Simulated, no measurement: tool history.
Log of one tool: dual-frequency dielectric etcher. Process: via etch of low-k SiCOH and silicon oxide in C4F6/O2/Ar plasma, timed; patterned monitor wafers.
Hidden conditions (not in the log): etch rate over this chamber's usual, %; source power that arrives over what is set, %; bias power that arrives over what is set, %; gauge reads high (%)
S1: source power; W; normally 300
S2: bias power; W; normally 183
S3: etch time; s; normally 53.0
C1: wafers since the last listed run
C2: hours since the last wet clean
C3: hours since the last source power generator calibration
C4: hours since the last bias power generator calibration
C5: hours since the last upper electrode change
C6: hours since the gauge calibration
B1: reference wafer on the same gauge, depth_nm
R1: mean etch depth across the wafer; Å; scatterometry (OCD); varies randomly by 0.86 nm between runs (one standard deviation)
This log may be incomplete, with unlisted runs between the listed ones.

| run | hour | S1 | S2 | S3 | C1 | C2 | C3 | C4 | C5 | C6 | B1 | R1 |
|---|---|---|---|---|---|---|---|---|---|---|---|---|
| 1 | 0.0 | 300 | 183 | 49.0 | 0 | 256.7 | 585.0 | 2542.8 | 4126.7 | 1030.8 | 135.8 | 1203 |
| 2 | 65.0 | 240 | 183 | 53.0 | 841 | 321.7 | 650.0 | 2607.8 | 4191.7 | 1095.8 | 136.2 | 1115 |
| 3 | 123.0 | 240 | 183 | 53.0 | 751 | 379.7 | 708.0 | 2665.8 | 4249.7 | 1153.8 | 136.4 | 1124 |
| 4 | 204.5 | 240 | 183 | 53.0 | 1055 | 461.2 | 789.5 | 2747.3 | 4331.2 | 1235.3 | 136.2 | 1123 |
| 5 | 248.3 | 280 | 183 | 53.0 | 567 | 505.0 | 833.3 | 2791.1 | 4375.0 | 1279.1 | 136.1 | 1240 |
| 6 | 286.8 | 280 | 183 | 53.0 | 498 | 543.5 | 871.8 | 2829.6 | 4413.5 | 1317.6 | 136.2 | 1237 |
| 7 | 392.8 | 280 | 183 | 53.0 | 1372 | 649.5 | 977.8 | 2935.6 | 4519.5 | 1423.6 | 135.7 | 1257 |
| 8 | 429.4 | 300 | 183 | 43.0 | 474 | 686.1 | 1014.4 | 2972.2 | 4556.1 | 1460.2 | 136.4 | 1036 |
|  | 467.3 | wet clean of the chamber |
| 9 | 500.3 | 300 | 183 | 43.0 | 607 | 33.0 | 1085.3 | 3043.1 | 4627.0 | 1531.1 | 136.2 | 1053 |
| 10 | 596.9 | 300 | 183 | 43.0 | 1251 | 129.6 | 1181.9 | 3139.7 | 4723.6 | 1627.7 | 135.9 | 1041 |
|  | 695.2 | upper electrode replaced |
| 11 | 695.7 | 300 | 183 | 53.0 | 968 | 228.4 | 1280.7 | 3238.5 | 0.5 | 1726.5 | 136.0 | 1296 |
|  | 753.5 | bias power generator calibrated |
| 12 | 958.7 | 300 | 183 | 53.0 | 3354 | 491.4 | 1543.7 | 205.2 | 263.5 | 1989.5 | 135.8 | 1292 |
|  | 1053.5 | wet clean of the chamber |
| 13 | 1060.0 | 230 | 183 | 42.0 | 1001 | 6.5 | 1645.0 | 306.5 | 364.8 | 2090.8 | 136.0 | 855 |
|  | 1088.9 | gauge calibrated |
|  | 1118.2 | source power generator calibrated |
| 14 | 1118.7 | 260 | 210 | 43.0 | 708 | 65.2 | 0.5 | 365.2 | 423.5 | 29.8 | 136.2 | 994 |
| 15 | 1207.6 | 380 | 159 | 65.5 | 1151 | 154.1 | 89.4 | 454.1 | 512.4 | 118.7 | 136.1 | 1746 |
| 16 | 1312.6 | 300 | 227 | 53.0 | 1359 | 259.1 | 194.4 | 559.1 | 617.4 | 223.7 | 135.8 | 1384 |
| 17 | 1408.0 | 300 | 222 | 48.0 | 1235 | 354.5 | 289.8 | 654.5 | 712.8 | 319.1 | 135.9 | 1239 |
| 18 | 1454.1 | 300 | 183 | 53.0 | 597 | 400.6 | 335.9 | 700.6 | 758.9 | 365.2 | 136.2 | 1299 |
| 19 | 1528.7 | 300 | 183 | 49.0 | 966 | 475.2 | 410.5 | 775.2 | 833.5 | 439.8 | 135.9 | 1205 |
|  | 1627.7 | wet clean of the chamber |
| 20 | 1628.2 | 330 | 138 | 57.5 | 977 | 0.5 | 510.0 | 874.7 | 933.0 | 539.3 | 136.0 | 1370 |
| 21 | 1727.8 | 300 | 183 | 57.0 | 1289 | 100.1 | 609.6 | 974.3 | 1032.6 | 638.9 | 136.0 | 1382 |
| 22 | 1828.4 | 260 | 226 | 62.0 | 1302 | 200.7 | 710.2 | 1074.9 | 1133.2 | 739.5 | 136.1 | 1493 |
| 23 | 1891.5 | 300 | 183 | 53.0 | 817 | 263.8 | 773.3 | 1138.0 | 1196.3 | 802.6 | 135.7 | 1295 |
| 24 | 1974.4 | 300 | 183 | 53.0 | 1073 | 346.7 | 856.2 | 1220.9 | 1279.2 | 885.5 | 136.2 | 1288 |
| 25 | 2035.0 | 360 | 183 | 63.0 | 784 | 407.3 | 916.8 | 1281.5 | 1339.8 | 946.1 | 136.3 | 1702 |

What if the next run were any one of these 3? Each begins from the tool's condition after run 25:
| A | 2035.4 | 300 | 183 | 53.0 | 5 | 407.7 | 917.2 | 1281.9 | 1340.2 | 946.5 | ? | ? |
| B | 2035.4 | 240 | 183 | 63.0 | 5 | 407.7 | 917.2 | 1281.9 | 1340.2 | 946.5 | ? | ? |
| C | 2035.4 | 250 | 183 | 53.0 | 5 | 407.7 | 917.2 | 1281.9 | 1340.2 | 946.5 | ? | ? |

| run | B1 | R1 |
|---|---|---|
| A | 135.8 | 1292 |
| B | 135.8 | 1324 |
| C | 135.8 | 1147 |
Stripped of hidden state, with their random variation kept, the same runs would have yielded:
| run | R1 |
|---|---|
| A | 1292 |
| B | 1324 |
| C | 1147 |

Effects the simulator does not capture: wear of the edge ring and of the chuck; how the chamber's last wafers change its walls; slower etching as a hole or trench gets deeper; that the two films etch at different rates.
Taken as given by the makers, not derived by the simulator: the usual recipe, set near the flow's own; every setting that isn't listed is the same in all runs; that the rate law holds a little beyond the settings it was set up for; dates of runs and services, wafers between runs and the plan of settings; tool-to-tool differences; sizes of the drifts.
